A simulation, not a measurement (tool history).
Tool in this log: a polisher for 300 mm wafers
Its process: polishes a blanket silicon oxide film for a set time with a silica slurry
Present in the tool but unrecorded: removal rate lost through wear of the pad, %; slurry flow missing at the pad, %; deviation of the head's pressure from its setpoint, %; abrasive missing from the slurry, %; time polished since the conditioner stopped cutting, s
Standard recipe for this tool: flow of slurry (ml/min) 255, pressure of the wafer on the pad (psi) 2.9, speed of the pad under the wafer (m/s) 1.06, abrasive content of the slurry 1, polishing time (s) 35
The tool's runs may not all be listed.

run,hour,flow of slurry (ml/min),pressure of the wafer on the pad (psi),speed of the pad under the wafer (m/s),abrasive content of the slurry,polishing time (s),wafers since the last listed run,wafers polished on this pad,hours since the slurry nozzle was cleaned,hours since the head pressure was calibrated,hours since the slurry blender was calibrated,hours since the conditioning disc was replaced,"incoming thickness of the incoming film, nm",film removed (Å)
1,0,255,2.9,1.06,1,35,0,3731,820.7,1233.4,461.3,2.4,892.3,680
# hour 31.6: slurry blender recalibrated
# hour 50.4: head pressure recalibrated
2,58.1,255,2.9,1.06,0.8,35,708,4439,878.8,7.7,26.5,60.5,883.7,653
3,83.7,255,2.9,1.06,1,35,335,4774,904.4,33.3,52.1,86.1,875.4,700
# hour 89.6: slurry nozzle cleaned
4,134.3,255,2.9,1.06,1,35,649,5424,44.7,83.9,102.7,136.7,888.2,688
5,160.3,295,2.9,0.96,0.8,35,340,5764,70.7,109.9,128.7,162.7,863.4,628
6,188.1,255,2.9,0.68,1,35,363,6128,98.5,137.7,156.5,190.5,890,528
7,235.9,305,2.9,1.06,1,35,625,6754,146.3,185.5,204.3,238.3,890.7,707
# hour 249.5: worn pad replaced by a new one
8,299,255,3.5,1.06,1,35,773,648,209.4,248.6,267.4,301.4,878.9,807
9,357.9,255,2.9,1.06,1,35,771,1419,268.3,307.5,326.3,360.3,878.4,689
10,410.7,255,2.9,1.06,1,35,691,2110,321.1,360.3,379.1,413.1,877.6,680
# hour 444.4: slurry blender recalibrated
11,482.6,255,2,1.24,1,27,915,3025,393,432.2,38.2,485,882.4,424
# hour 526.2: conditioning disc replaced and pad reconditioned
12,550.2,300,2.9,1.22,1.2,44,858,3884,460.6,499.8,105.8,24,898.6,1050
13,599.4,335,2,1.06,0.75,40,644,4528,509.8,549,155,73.2,896,519
14,635.6,255,2.9,1.06,1,35,473,5002,546,585.2,191.2,109.4,883.1,696
15,661.5,255,2.2,1.06,1,35,339,5341,571.9,611.1,217.1,135.3,878.3,530
# hour 703.5: worn pad replaced by a new one
16,713,305,3.3,1.06,1,35,621,124,623.4,662.6,268.6,186.8,886,811
17,784.3,345,2.1,1.06,1,35,933,1057,694.7,733.9,339.9,258.1,882,521
# hour 834.6: slurry nozzle cleaned
18,853.5,195,2.3,1.06,1,35,892,1950,18.9,803.1,409.1,327.3,866.1,522
19,881.8,255,2.9,1.06,1,30,370,2321,47.2,831.4,437.4,355.6,891.1,574
# hour 919.8: slurry blender recalibrated
20,942.8,255,2.9,1.06,1,35,772,3093,108.2,892.4,23,416.6,888.3,720
# hour 955.3: conditioning disc replaced and pad reconditioned
21,990.1,300,3.9,1.06,1,35,593,3686,155.5,939.7,70.3,34.8,879.8,967
22,1050.7,255,2.9,1.4,1,35,793,4480,216.1,1000.3,130.9,95.4,882.7,817
23,1117.5,310,2.9,1.06,1,35,874,5354,282.9,1067.1,197.7,162.2,877.9,704
24,1187.2,225,1.9,1.32,0.7,35,912,6267,352.6,1136.8,267.4,231.9,890.3,450
25,1211.3,290,2.9,0.74,1,26,315,6583,376.7,1160.9,291.5,256,875.2,411
# hour 1228.4: worn pad replaced by a new one
26,1236.9,255,2.9,1.06,1,35,282,110,402.3,1186.5,317.1,281.6,878.6,683

Branching from run 26: 3 alternative next runs. What would each branch give?
A,1237.3,255,2.9,1.06,1,35,5,116,402.7,1186.9,317.5,282,884.4,?
B,1237.3,335,2.6,1.06,1,24,5,116,402.7,1186.9,317.5,282,884.4,?
C,1237.3,200,2.9,1.2,0.85,35,5,116,402.7,1186.9,317.5,282,884.4,?

run,film removed (Å)
A,677
B,427
C,673
Had the tool no hidden state, the same runs would have come out as:
run,film removed (Å)
A,714
B,451
C,712
